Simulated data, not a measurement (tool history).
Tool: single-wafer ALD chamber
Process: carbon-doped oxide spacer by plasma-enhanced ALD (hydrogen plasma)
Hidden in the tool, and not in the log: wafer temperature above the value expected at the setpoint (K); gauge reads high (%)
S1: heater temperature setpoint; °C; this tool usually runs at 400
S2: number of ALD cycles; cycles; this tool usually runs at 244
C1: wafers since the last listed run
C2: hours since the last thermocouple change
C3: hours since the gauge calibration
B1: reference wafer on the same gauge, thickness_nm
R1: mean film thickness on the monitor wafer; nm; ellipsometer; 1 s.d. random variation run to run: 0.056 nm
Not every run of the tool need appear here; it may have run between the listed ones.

{"run": 1, "hour": 0.0, "S1": 400, "S2": 244, "C1": 0, "C2": 1811.3, "C3": 312.2, "B1": 11.176, "R1": 10.865}
{"run": 2, "hour": 54.3, "S1": 400, "S2": 244, "C1": 90, "C2": 1865.6, "C3": 366.5, "B1": 11.167, "R1": 10.721}
{"run": 3, "hour": 161.6, "S1": 400, "S2": 244, "C1": 179, "C2": 1972.9, "C3": 473.8, "B1": 11.155, "R1": 10.808}
{"run": 4, "hour": 243.7, "S1": 400, "S2": 244, "C1": 137, "C2": 2055.0, "C3": 555.9, "B1": 11.136, "R1": 10.668}
{"run": 5, "hour": 292.3, "S1": 400, "S2": 244, "C1": 81, "C2": 2103.6, "C3": 604.5, "B1": 11.128, "R1": 10.795}
{"run": 6, "hour": 381.1, "S1": 395, "S2": 244, "C1": 148, "C2": 2192.4, "C3": 693.3, "B1": 11.143, "R1": 10.686}
{"hour": 421.7, "done": "gauge calibrated"}
{"run": 7, "hour": 442.1, "S1": 395, "S2": 244, "C1": 101, "C2": 2253.4, "C3": 20.4, "B1": 11.404, "R1": 11.109}
{"run": 8, "hour": 485.3, "S1": 389, "S2": 244, "C1": 72, "C2": 2296.6, "C3": 63.6, "B1": 11.33, "R1": 10.906}
{"run": 9, "hour": 545.4, "S1": 389, "S2": 244, "C1": 100, "C2": 2356.7, "C3": 123.7, "B1": 11.278, "R1": 10.897}
{"run": 10, "hour": 589.1, "S1": 412, "S2": 205, "C1": 73, "C2": 2400.4, "C3": 167.4, "B1": 11.249, "R1": 8.769}
{"run": 11, "hour": 674.8, "S1": 395, "S2": 244, "C1": 143, "C2": 2486.1, "C3": 253.1, "B1": 11.209, "R1": 10.724}
{"hour": 737.7, "done": "thermocouple changed; heater temperature recalibrated"}
{"run": 12, "hour": 738.2, "S1": 391, "S2": 217, "C1": 92, "C2": 0.5, "C3": 316.5, "B1": 11.159, "R1": 9.529}
{"run": 13, "hour": 789.2, "S1": 400, "S2": 244, "C1": 85, "C2": 51.5, "C3": 367.5, "B1": 11.168, "R1": 10.787}
{"run": 14, "hour": 826.7, "S1": 396, "S2": 195, "C1": 62, "C2": 89.0, "C3": 405.0, "B1": 11.143, "R1": 8.631}
{"run": 15, "hour": 888.5, "S1": 400, "S2": 244, "C1": 103, "C2": 150.8, "C3": 466.8, "B1": 11.166, "R1": 10.678}
{"run": 16, "hour": 935.1, "S1": 391, "S2": 244, "C1": 77, "C2": 197.4, "C3": 513.4, "B1": 11.13, "R1": 10.668}
{"hour": 985.5, "done": "gauge calibrated"}
{"run": 17, "hour": 1021.1, "S1": 408, "S2": 282, "C1": 143, "C2": 283.4, "C3": 35.6, "B1": 11.376, "R1": 12.302}
{"run": 18, "hour": 1103.9, "S1": 400, "S2": 231, "C1": 138, "C2": 366.2, "C3": 118.4, "B1": 11.288, "R1": 10.404}
{"run": 19, "hour": 1188.5, "S1": 408, "S2": 244, "C1": 141, "C2": 450.8, "C3": 203.0, "B1": 11.213, "R1": 10.559}

Some steps in R1 between neighbouring runs. How much of each would the tool show without its hidden state too (settings, what came in, random variation), and how much is left for the hidden state, with any gauge scatter that isn't in both results?
Run 6 -> 7: gauge calibrated. R1 +0.423 nm: hidden state +0.253, all else +0.170.
Run 13 -> 14: S1 400 -> 396, S2 244 -> 195. R1 -2.156 nm: hidden state +0.039, all else -2.195.

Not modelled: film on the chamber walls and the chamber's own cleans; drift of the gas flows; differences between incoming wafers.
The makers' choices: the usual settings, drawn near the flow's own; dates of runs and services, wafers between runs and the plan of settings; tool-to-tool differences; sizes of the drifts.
